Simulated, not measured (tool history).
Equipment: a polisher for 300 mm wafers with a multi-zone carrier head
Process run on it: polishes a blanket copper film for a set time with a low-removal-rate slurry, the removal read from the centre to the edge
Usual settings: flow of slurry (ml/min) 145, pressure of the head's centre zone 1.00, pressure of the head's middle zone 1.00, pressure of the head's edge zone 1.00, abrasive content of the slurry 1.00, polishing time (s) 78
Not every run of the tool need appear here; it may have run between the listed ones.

run	hour	flow of slurry (ml/min)	pressure of the head's centre zone	pressure of the head's middle zone	pressure of the head's edge zone	abrasive content of the slurry	polishing time (s)	incoming thickness of the incoming film, nm	film removed at the wafer's centre (nm)	film removed at mid-radius (nm)	film removed at the wafer's edge (nm)
1	0.0	145	1.00	1.00	1.00	1.00	64	1216.7	104.4	105.8	103.8
2	54.7	145	1.00	1.00	1.00	1.00	78	1237.0	125.8	131.0	126.7
# hour 65.3: edge zone pressure recalibrated
3	134.7	145	1.00	1.00	1.00	1.00	78	1222.1	128.0	130.5	124.9
# hour 157.6: worn pad replaced by a new one
4	233.0	145	1.00	1.00	1.00	1.00	78	1229.8	129.5	136.8	132.6
5	314.1	145	0.92	1.00	1.00	1.00	78	1217.9	122.3	130.0	129.0
6	396.5	145	1.00	1.06	1.00	1.00	78	1251.3	127.2	140.5	127.1
7	449.5	145	1.00	1.06	1.00	1.00	78	1234.0	125.5	136.9	125.2
# hour 494.0: centre zone pressure recalibrated
8	520.1	145	1.00	1.00	1.00	1.00	78	1259.8	125.3	129.3	127.0
# hour 535.5: slurry nozzle cleaned
# hour 538.0: edge zone pressure recalibrated
9	579.9	190	1.00	0.91	0.89	1.00	78	1249.9	133.4	127.0	123.9
# hour 604.2: worn pad replaced by a new one
# hour 661.9: carrier head's membrane replaced by a new one
10	662.4	145	1.00	1.00	1.00	0.85	78	1253.7	128.3	135.8	130.5
11	756.9	145	1.00	1.00	1.00	1.00	78	1238.2	127.3	132.8	128.7
12	825.6	145	1.08	1.00	1.09	1.00	97	1257.6	168.8	165.2	165.4
13	933.1	180	1.00	1.00	1.00	1.00	78	1256.7	132.2	133.1	130.7
# hour 946.8: edge zone pressure recalibrated
14	996.6	100	1.00	0.92	1.00	1.00	78	1223.2	112.5	106.5	115.8
# hour 1041.6: worn pad replaced by a new one
15	1067.5	145	1.00	1.00	1.00	0.80	100	1246.7	172.5	172.4	169.5
16	1108.0	145	1.04	1.00	1.00	1.00	78	1246.5	138.7	139.9	134.3
# hour 1201.5: slurry nozzle cleaned
17	1215.6	195	1.08	0.93	1.00	0.75	78	1238.7	143.6	128.2	130.4
18	1266.5	145	1.00	1.00	1.00	0.80	100	1246.0	164.0	165.3	159.8

Expected results for the next run?
# hour 1282.2: carrier head's membrane replaced by a new one
19	1345.9	175	1.10	0.89	1.00	1.00	78	1235.6	?	?	?

film removed at the wafer's centre (nm): 143.6
film removed at mid-radius (nm): 125.0
film removed at the wafer's edge (nm): 131.9
Were there no unlogged condition in the tool, this run, its random variation unchanged, would have produced film removed at the wafer's centre (nm) 155.4, film removed at mid-radius (nm) 135.3, film removed at the wafer's edge (nm) 142.8.

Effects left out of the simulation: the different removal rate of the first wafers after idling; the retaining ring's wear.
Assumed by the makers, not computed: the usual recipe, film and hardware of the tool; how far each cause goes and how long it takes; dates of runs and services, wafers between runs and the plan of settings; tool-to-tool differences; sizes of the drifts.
